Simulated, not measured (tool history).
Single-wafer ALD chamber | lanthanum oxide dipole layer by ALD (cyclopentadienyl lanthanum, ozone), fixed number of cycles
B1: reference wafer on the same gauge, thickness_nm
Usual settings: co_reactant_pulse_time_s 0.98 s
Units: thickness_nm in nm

run 1 hour=0.0 | co_reactant_pulse_time_s=0.98 | B1=0.434 | thickness_nm=0.481
run 2 hour=92.3 | co_reactant_pulse_time_s=0.98 | B1=0.434 | thickness_nm=0.477
run 3 hour=154.0 | co_reactant_pulse_time_s=0.98 | B1=0.434 | thickness_nm=0.477
run 4 hour=241.4 | co_reactant_pulse_time_s=1.15 | B1=0.434 | thickness_nm=0.506
run 5 hour=334.4 | co_reactant_pulse_time_s=1.15 | B1=0.435 | thickness_nm=0.502
run 6 hour=398.1 | co_reactant_pulse_time_s=1.17 | B1=0.434 | thickness_nm=0.503
run 7 hour=503.7 | co_reactant_pulse_time_s=1.17 | B1=0.434 | thickness_nm=0.508
run 8 hour=546.2 | co_reactant_pulse_time_s=1.22 | B1=0.434 | thickness_nm=0.508
run 9 hour=608.9 | co_reactant_pulse_time_s=0.98 | B1=0.434 | thickness_nm=0.473
run 10 hour=665.1 | co_reactant_pulse_time_s=0.98 | B1=0.434 | thickness_nm=0.477
run 11 hour=767.6 | co_reactant_pulse_time_s=0.98 | B1=0.434 | thickness_nm=0.477
-- hour=825.8 ozone generator serviced
run 12 hour=857.7 | co_reactant_pulse_time_s=0.98 | B1=0.434 | thickness_nm=0.497
run 13 hour=938.5 | co_reactant_pulse_time_s=0.98 | B1=0.434 | thickness_nm=0.496
run 14 hour=1028.7 | co_reactant_pulse_time_s=1.16 | B1=0.434 | thickness_nm=0.515
run 15 hour=1107.2 | co_reactant_pulse_time_s=0.68 | B1=0.434 | thickness_nm=0.425
run 16 hour=1343.2 | co_reactant_pulse_time_s=0.78 | B1=0.434 | thickness_nm=0.442
-- hour=1354.0 showerhead replaced
run 17 hour=1396.2 | co_reactant_pulse_time_s=1.26 | B1=0.434 | thickness_nm=0.519
-- hour=1428.1 gauge calibrated
run 18 hour=1468.4 | co_reactant_pulse_time_s=0.61 | B1=0.434 | thickness_nm=0.396
-- hour=1505.2 thermocouple changed; heater temperature recalibrated
run 19 hour=1507.9 | co_reactant_pulse_time_s=1.27 | B1=0.434 | thickness_nm=0.518
run 20 hour=1574.1 | co_reactant_pulse_time_s=1.23 | B1=0.434 | thickness_nm=0.516
run 21 hour=1665.3 | co_reactant_pulse_time_s=1.11 | B1=0.434 | thickness_nm=0.498
run 22 hour=1738.1 | co_reactant_pulse_time_s=0.98 | B1=0.434 | thickness_nm=0.479
run 23 hour=1837.6 | co_reactant_pulse_time_s=0.98 | B1=0.434 | thickness_nm=0.477
run 24 hour=1945.5 | co_reactant_pulse_time_s=1.10 | B1=0.434 | thickness_nm=0.498
run 25 hour=2018.7 | co_reactant_pulse_time_s=0.87 | B1=0.434 | thickness_nm=0.450
run 26 hour=2115.8 | co_reactant_pulse_time_s=1.28 | B1=0.434 | thickness_nm=0.515

4 ways to go on from here, each from the tool as it stands after run 26. What would each give?
run A hour=2116.2 | co_reactant_pulse_time_s=0.98 | B1=? | thickness_nm=?
run B hour=2116.2 | co_reactant_pulse_time_s=0.75 | B1=? | thickness_nm=?
run C hour=2116.2 | co_reactant_pulse_time_s=0.86 | B1=? | thickness_nm=?
run D hour=2116.2 | co_reactant_pulse_time_s=0.81 | B1=? | thickness_nm=?

run=A B1=0.434 thickness_nm=0.470
run=B B1=0.434 thickness_nm=0.422
run=C B1=0.434 thickness_nm=0.447
run=D B1=0.434 thickness_nm=0.437
Without the tool's hidden state the same runs would have given:
run=A thickness_nm=0.499
run=B thickness_nm=0.455
run=C thickness_nm=0.478
run=D thickness_nm=0.469

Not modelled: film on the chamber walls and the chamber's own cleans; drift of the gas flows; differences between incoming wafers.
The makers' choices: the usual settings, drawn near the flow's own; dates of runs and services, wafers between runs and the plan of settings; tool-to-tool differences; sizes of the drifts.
